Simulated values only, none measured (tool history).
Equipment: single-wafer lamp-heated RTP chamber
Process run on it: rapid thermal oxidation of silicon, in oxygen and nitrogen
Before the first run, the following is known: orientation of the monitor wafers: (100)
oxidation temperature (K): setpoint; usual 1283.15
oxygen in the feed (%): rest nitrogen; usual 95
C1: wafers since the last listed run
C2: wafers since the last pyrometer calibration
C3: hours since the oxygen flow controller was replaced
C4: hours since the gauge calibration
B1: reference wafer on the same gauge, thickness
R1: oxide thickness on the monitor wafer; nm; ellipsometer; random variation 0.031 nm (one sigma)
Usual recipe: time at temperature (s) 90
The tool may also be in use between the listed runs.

{"run": 1, "day": 0.0, "oxidation temperature (K)": 1283.15, "time at temperature (s)": 90, "oxygen in the feed (%)": 95, "C1": 0, "C2": 4322, "C3": 4806.9, "C4": 71.9, "B1": 6.544, "R1": 7.415}
{"run": 2, "day": 0.317, "oxidation temperature (K)": 1283.15, "time at temperature (s)": 90, "oxygen in the feed (%)": 83, "C1": 52, "C2": 4374, "C3": 4814.5, "C4": 79.5, "B1": 6.552, "R1": 7.113}
{"run": 3, "day": 0.871, "oxidation temperature (K)": 1283.15, "time at temperature (s)": 90, "oxygen in the feed (%)": 95, "C1": 91, "C2": 4465, "C3": 4827.8, "C4": 92.8, "B1": 6.566, "R1": 7.459}
{"run": 4, "day": 1.508, "oxidation temperature (K)": 1283.15, "time at temperature (s)": 90, "oxygen in the feed (%)": 95, "C1": 104, "C2": 4570, "C3": 4843.1, "C4": 108.1, "B1": 6.553, "R1": 7.417}
{"run": 5, "day": 2.054, "oxidation temperature (K)": 1283.15, "time at temperature (s)": 90, "oxygen in the feed (%)": 78, "C1": 89, "C2": 4660, "C3": 4856.2, "C4": 121.2, "B1": 6.556, "R1": 6.878}
{"run": 6, "day": 2.479, "oxidation temperature (K)": 1283.15, "time at temperature (s)": 90, "oxygen in the feed (%)": 95, "C1": 69, "C2": 4730, "C3": 4866.4, "C4": 131.4, "B1": 6.554, "R1": 7.468}
{"run": 7, "day": 2.846, "oxidation temperature (K)": 1283.15, "time at temperature (s)": 90, "oxygen in the feed (%)": 95, "C1": 60, "C2": 4790, "C3": 4875.2, "C4": 140.2, "B1": 6.545, "R1": 7.46}
{"run": 8, "day": 3.312, "oxidation temperature (K)": 1283.15, "time at temperature (s)": 90, "oxygen in the feed (%)": 95, "C1": 76, "C2": 4867, "C3": 4886.4, "C4": 151.4, "B1": 6.555, "R1": 7.466}
{"run": 9, "day": 3.958, "oxidation temperature (K)": 1283.15, "time at temperature (s)": 90, "oxygen in the feed (%)": 95, "C1": 106, "C2": 4973, "C3": 4901.9, "C4": 166.9, "B1": 6.564, "R1": 7.472}
{"run": 10, "day": 4.408, "oxidation temperature (K)": 1283.15, "time at temperature (s)": 90, "oxygen in the feed (%)": 95, "C1": 74, "C2": 5048, "C3": 4912.7, "C4": 177.7, "B1": 6.546, "R1": 7.446}
{"run": 11, "day": 5.125, "oxidation temperature (K)": 1301.15, "time at temperature (s)": 90, "oxygen in the feed (%)": 95, "C1": 117, "C2": 5166, "C3": 4929.9, "C4": 194.9, "B1": 6.554, "R1": 8.497}
{"day": 5.183, "done": "gauge calibrated"}
{"run": 12, "day": 5.592, "oxidation temperature (K)": 1301.15, "time at temperature (s)": 90, "oxygen in the feed (%)": 95, "C1": 76, "C2": 5242, "C3": 4941.1, "C4": 9.8, "B1": 6.553, "R1": 8.449}
{"run": 13, "day": 5.879, "oxidation temperature (K)": 1262.15, "time at temperature (s)": 63, "oxygen in the feed (%)": 98, "C1": 47, "C2": 5290, "C3": 4948.0, "C4": 16.7, "B1": 6.541, "R1": 5.5}
{"run": 14, "day": 6.325, "oxidation temperature (K)": 1261.15, "time at temperature (s)": 49, "oxygen in the feed (%)": 95, "C1": 73, "C2": 5363, "C3": 4958.7, "C4": 27.4, "B1": 6.554, "R1": 4.839}
{"run": 15, "day": 6.879, "oxidation temperature (K)": 1283.15, "time at temperature (s)": 90, "oxygen in the feed (%)": 95, "C1": 91, "C2": 5454, "C3": 4972.0, "C4": 40.7, "B1": 6.541, "R1": 7.428}
{"run": 16, "day": 7.138, "oxidation temperature (K)": 1260.15, "time at temperature (s)": 90, "oxygen in the feed (%)": 95, "C1": 42, "C2": 5497, "C3": 4978.2, "C4": 46.9, "B1": 6.554, "R1": 6.311}
{"day": 7.6, "done": "oxygen flow controller replaced"}
{"run": 17, "day": 7.621, "oxidation temperature (K)": 1296.15, "time at temperature (s)": 105, "oxygen in the feed (%)": 79, "C1": 24, "C2": 5521, "C3": 0.5, "C4": 58.5, "B1": 6.551, "R1": 8.229}
{"run": 18, "day": 7.9, "oxidation temperature (K)": 1305.15, "time at temperature (s)": 48, "oxygen in the feed (%)": 95, "C1": 45, "C2": 5567, "C3": 7.2, "C4": 65.2, "B1": 6.56, "R1": 6.581}
{"run": 19, "day": 8.346, "oxidation temperature (K)": 1283.15, "time at temperature (s)": 108, "oxygen in the feed (%)": 95, "C1": 73, "C2": 5641, "C3": 17.9, "C4": 75.9, "B1": 6.55, "R1": 8.052}
{"day": 9.238, "done": "pyrometer window cleaned and pyrometer calibrated"}
{"run": 20, "day": 9.258, "oxidation temperature (K)": 1261.15, "time at temperature (s)": 67, "oxygen in the feed (%)": 95, "C1": 95, "C2": 3, "C3": 39.8, "C4": 97.8, "B1": 6.552, "R1": 5.546}
{"run": 21, "day": 9.825, "oxidation temperature (K)": 1302.15, "time at temperature (s)": 130, "oxygen in the feed (%)": 98, "C1": 93, "C2": 96, "C3": 53.4, "C4": 111.4, "B1": 6.558, "R1": 10.233}

The next listed run, before its measurement:
{"run": 22, "day": 10.2, "oxidation temperature (K)": 1256.15, "time at temperature (s)": 90, "oxygen in the feed (%)": 98, "C1": 61, "C2": 158, "C3": 62.4, "C4": 120.4, "B1": "?", "R1": "?"}

B1: 6.543
R1: 6.173 nm
On a tool with no hidden condition, and with the same random variation, this run would have come out at R1 6.173 nm.

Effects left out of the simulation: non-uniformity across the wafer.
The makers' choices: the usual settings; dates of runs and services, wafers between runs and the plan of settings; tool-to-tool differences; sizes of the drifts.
